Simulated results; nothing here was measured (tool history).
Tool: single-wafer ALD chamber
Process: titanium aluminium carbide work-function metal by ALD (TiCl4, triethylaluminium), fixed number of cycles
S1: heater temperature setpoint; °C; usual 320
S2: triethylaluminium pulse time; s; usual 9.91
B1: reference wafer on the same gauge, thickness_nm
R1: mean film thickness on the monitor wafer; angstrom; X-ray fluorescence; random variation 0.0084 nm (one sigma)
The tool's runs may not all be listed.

run 1 hour=0.0 | S1=320 S2=9.91 | B1=2.140 | R1=23.37
run 2 hour=64.2 | S1=320 S2=9.91 | B1=2.138 | R1=23.25
run 3 hour=122.6 | S1=320 S2=8.57 | B1=2.141 | R1=22.68
run 4 hour=189.5 | S1=320 S2=9.91 | B1=2.140 | R1=23.01
run 5 hour=249.1 | S1=320 S2=9.91 | B1=2.139 | R1=23.00
run 6 hour=316.7 | S1=320 S2=9.91 | B1=2.142 | R1=22.84
run 7 hour=369.5 | S1=320 S2=9.91 | B1=2.139 | R1=22.77
run 8 hour=435.6 | S1=320 S2=9.91 | B1=2.139 | R1=22.88
run 9 hour=476.9 | S1=328 S2=12.67 | B1=2.139 | R1=24.28
run 10 hour=531.8 | S1=328 S2=12.67 | B1=2.144 | R1=24.27
run 11 hour=583.6 | S1=328 S2=12.67 | B1=2.141 | R1=24.12
run 12 hour=631.1 | S1=320 S2=9.91 | B1=2.141 | R1=22.65
run 13 hour=700.3 | S1=320 S2=9.91 | B1=2.142 | R1=22.65
run 14 hour=734.8 | S1=320 S2=9.91 | B1=2.141 | R1=22.70
run 15 hour=864.1 | S1=320 S2=9.91 | B1=2.141 | R1=22.48
run 16 hour=911.6 | S1=320 S2=9.91 | B1=2.140 | R1=22.52
run 17 hour=955.9 | S1=320 S2=9.91 | B1=2.142 | R1=22.60
run 18 hour=988.1 | S1=315 S2=11.16 | B1=2.140 | R1=22.34
-- hour=1026.5 thermocouple changed; heater temperature recalibrated
-- hour=1027.2 gauge calibrated
-- hour=1027.9 showerhead replaced
run 19 hour=1053.2 | S1=326 S2=12.61 | B1=2.136 | R1=24.38
run 20 hour=1088.8 | S1=320 S2=9.91 | B1=2.138 | R1=23.16
run 21 hour=1145.7 | S1=320 S2=9.91 | B1=2.140 | R1=23.11
run 22 hour=1177.9 | S1=320 S2=13.46 | B1=2.141 | R1=23.92
run 23 hour=1217.6 | S1=310 S2=11.94 | B1=2.138 | R1=22.61
-- hour=1258.4 triethylaluminium bottle replaced
run 24 hour=1274.5 | S1=329 S2=13.74 | B1=2.142 | R1=25.29
run 25 hour=1305.2 | S1=320 S2=9.91 | B1=2.140 | R1=23.63
run 26 hour=1351.8 | S1=320 S2=9.91 | B1=2.138 | R1=23.71
run 27 hour=1407.0 | S1=320 S2=9.91 | B1=2.142 | R1=23.53
run 28 hour=1477.6 | S1=306 S2=9.91 | B1=2.139 | R1=21.92
run 29 hour=1519.2 | S1=305 S2=7.21 | B1=2.141 | R1=21.02
run 30 hour=1548.4 | S1=320 S2=9.91 | B1=2.137 | R1=23.35
run 31 hour=1585.9 | S1=316 S2=9.91 | B1=2.140 | R1=22.99
run 32 hour=1641.5 | S1=324 S2=9.91 | B1=2.139 | R1=23.66
run 33 hour=1680.4 | S1=328 S2=12.01 | B1=2.141 | R1=24.68
run 34 hour=1726.6 | S1=334 S2=9.91 | B1=2.141 | R1=24.71

Measured less the same run without the tool's hidden state. The same run-to-run variation is in both; the gauge's scatter may not be:
The hidden state here: wafer temperature above the value expected at the setpoint (K); triethylaluminium dose above that of a fresh bottle (%); gauge reads high (%).
run=1 R1=-0.63
run=2 R1=-0.71
run=3 R1=-0.82
run=4 R1=-0.83
run=5 R1=-0.90
run=6 R1=-0.95
run=7 R1=-0.99
run=8 R1=-1.05
run=9 R1=-0.92
run=10 R1=-0.95
run=11 R1=-0.97
run=12 R1=-1.17
run=13 R1=-1.22
run=14 R1=-1.23
run=15 R1=-1.28
run=16 R1=-1.32
run=17 R1=-1.34
run=18 R1=-1.21
run=19 R1=-0.51
run=20 R1=-0.75
run=21 R1=-0.77
run=22 R1=-0.47
run=23 R1=-0.58
run=24 R1=-0.11
run=25 R1=-0.16
run=26 R1=-0.22
run=27 R1=-0.28
run=28 R1=-0.35
run=29 R1=-0.52
run=30 R1=-0.44
run=31 R1=-0.47
run=32 R1=-0.54
run=33 R1=-0.47
run=34 R1=-0.64
